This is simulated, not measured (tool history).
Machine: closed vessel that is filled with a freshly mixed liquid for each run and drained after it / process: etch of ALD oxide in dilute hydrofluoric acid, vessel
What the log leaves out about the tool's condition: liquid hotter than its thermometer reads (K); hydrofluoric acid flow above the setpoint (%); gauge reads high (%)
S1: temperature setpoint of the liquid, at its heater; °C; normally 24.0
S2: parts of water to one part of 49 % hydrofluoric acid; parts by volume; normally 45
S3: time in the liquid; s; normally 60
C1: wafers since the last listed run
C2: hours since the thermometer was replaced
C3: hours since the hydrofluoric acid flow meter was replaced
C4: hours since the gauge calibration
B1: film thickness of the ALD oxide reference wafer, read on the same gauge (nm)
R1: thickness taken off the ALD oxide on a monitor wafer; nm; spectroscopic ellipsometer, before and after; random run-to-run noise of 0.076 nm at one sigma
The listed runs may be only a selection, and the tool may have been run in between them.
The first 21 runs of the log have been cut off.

At hour 1269.3: gauge calibrated.
Run 22, hour 1322.6: usual settings but S1 20.0 °C; C1 6552; C2 2481.0; C3 352.9; C4 53.3; B1 130.00. Result: R1 13.08 nm.
Run 23, hour 1379.5: usual settings but S1 25.5 °C, S2 25 parts by volume, S3 75 s; C1 5483; C2 2537.9; C3 409.8; C4 110.2; B1 129.99. Result: R1 38.17 nm.
Run 24, hour 1456.0: usual settings but S1 25.5 °C, S3 45 s; C1 7372; C2 2614.4; C3 486.3; C4 186.7; B1 129.98. Result: R1 12.45 nm.
Run 25, hour 1537.2: usual settings but S1 25.5 °C, S2 25 parts by volume, S3 75 s; C1 7824; C2 2695.6; C3 567.5; C4 267.9; B1 130.01. Result: R1 38.49 nm.
Run 26, hour 1573.9: usual settings but S1 26.5 °C; C1 3536; C2 2732.3; C3 604.2; C4 304.6; B1 130.01. Result: R1 17.40 nm.
At hour 1575.7: thermometer replaced.
Run 27, hour 1856.9: usual settings; C1 27175; C2 281.2; C3 887.2; C4 587.6; B1 130.00. Result: R1 15.20 nm.
Run 28, hour 1925.2: usual settings but S1 27.5 °C; C1 6581; C2 349.5; C3 955.5; C4 655.9; B1 129.99. Result: R1 17.73 nm.
Run 29, hour 2018.6: usual settings but S1 26.0 °C; C1 9000; C2 442.9; C3 1048.9; C4 749.3; B1 130.01. Result: R1 16.60 nm.
Run 30, hour 2125.7: usual settings but S3 90 s; C1 10320; C2 550.0; C3 1156.0; C4 856.4; B1 130.02. Result: R1 23.03 nm.

Here are 3 independent what-if runs from the current tool condition. What would each one return?
Run A, hour 2126.4: usual settings but S1 25.5 °C; C1 67; C2 550.7; C3 1156.7; C4 857.1; B1 ?. Result: R1 ?.
Run B, hour 2126.4: usual settings but S3 30 s; C1 67; C2 550.7; C3 1156.7; C4 857.1; B1 ?. Result: R1 ?.
Run C, hour 2126.4: usual settings but S1 26.0 °C, S2 35 parts by volume; C1 67; C2 550.7; C3 1156.7; C4 857.1; B1 ?. Result: R1 ?.

run      B1     R1
  A  130.03  16.23
  B  130.03   7.63
  C  130.03  21.60
The same runs, with their run-to-run variation unchanged, on a tool lacking any hidden condition would have given:
run     R1
  A  16.04
  B   7.54
  C  21.35
